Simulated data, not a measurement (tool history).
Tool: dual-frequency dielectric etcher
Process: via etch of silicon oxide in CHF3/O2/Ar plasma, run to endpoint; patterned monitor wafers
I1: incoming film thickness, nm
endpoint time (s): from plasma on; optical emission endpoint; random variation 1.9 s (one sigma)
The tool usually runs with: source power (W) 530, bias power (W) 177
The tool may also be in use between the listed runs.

Run 1, hour 0.0: usual settings; I1 607.6. Result: endpoint time (s) 337.4.
Run 2, hour 60.9: usual settings; I1 613.8. Result: endpoint time (s) 341.4.
Run 3, hour 90.9: usual settings; I1 608.5. Result: endpoint time (s) 337.5.
Run 4, hour 158.6: usual settings but source power (W) 610; I1 610.3. Result: endpoint time (s) 320.8.
Run 5, hour 194.4: usual settings but source power (W) 460; I1 612.7. Result: endpoint time (s) 350.1.
At hour 246.5: wet clean of the chamber.
Run 6, hour 247.0: usual settings; I1 609.8. Result: endpoint time (s) 337.9.
Run 7, hour 293.5: usual settings; I1 605.0. Result: endpoint time (s) 333.2.
Run 8, hour 350.2: usual settings; I1 607.9. Result: endpoint time (s) 333.2.
Run 9, hour 399.8: usual settings; I1 605.7. Result: endpoint time (s) 333.9.
Run 10, hour 469.7: usual settings; I1 606.8. Result: endpoint time (s) 336.0.
Run 11, hour 505.1: usual settings; I1 607.5. Result: endpoint time (s) 334.7.
Run 12, hour 557.2: usual settings but source power (W) 480; I1 610.6. Result: endpoint time (s) 348.0.
Run 13, hour 589.6: usual settings; I1 605.7. Result: endpoint time (s) 334.1.
At hour 597.0: source power generator calibrated.
At hour 617.8: wet clean of the chamber.
At hour 651.5: upper electrode replaced.
Run 14, hour 652.0: usual settings but bias power (W) 202; I1 614.2. Result: endpoint time (s) 329.6.
Run 15, hour 699.5: usual settings but source power (W) 630, bias power (W) 163; I1 606.9. Result: endpoint time (s) 327.0.
Run 16, hour 746.8: usual settings but bias power (W) 216; I1 604.1. Result: endpoint time (s) 314.5.
At hour 752.8: bias power generator calibrated.
Run 17, hour 780.3: usual settings; I1 607.3. Result: endpoint time (s) 333.6.
Run 18, hour 811.2: usual settings but source power (W) 450, bias power (W) 196; I1 615.9. Result: endpoint time (s) 340.0.
Run 19, hour 840.7: usual settings but source power (W) 570, bias power (W) 154; I1 614.7. Result: endpoint time (s) 343.3.
Run 20, hour 865.5: usual settings but source power (W) 450, bias power (W) 220; I1 612.2. Result: endpoint time (s) 327.8.
Run 21, hour 905.0: usual settings; I1 610.1. Result: endpoint time (s) 337.6.
At hour 973.7: wet clean of the chamber.
Run 22, hour 974.2: usual settings but source power (W) 640, bias power (W) 164; I1 606.5. Result: endpoint time (s) 322.7.

Run 23 is up next; what results do you expect?
Run 23, hour 983.6: usual settings but bias power (W) 147; I1 608.3. Result: endpoint time (s) ?.

{"run 23": {"endpoint time (s)": 351.7}}
Were there no unlogged condition in the tool, this run, its random variation unchanged, would have produced endpoint time (s) 351.7.
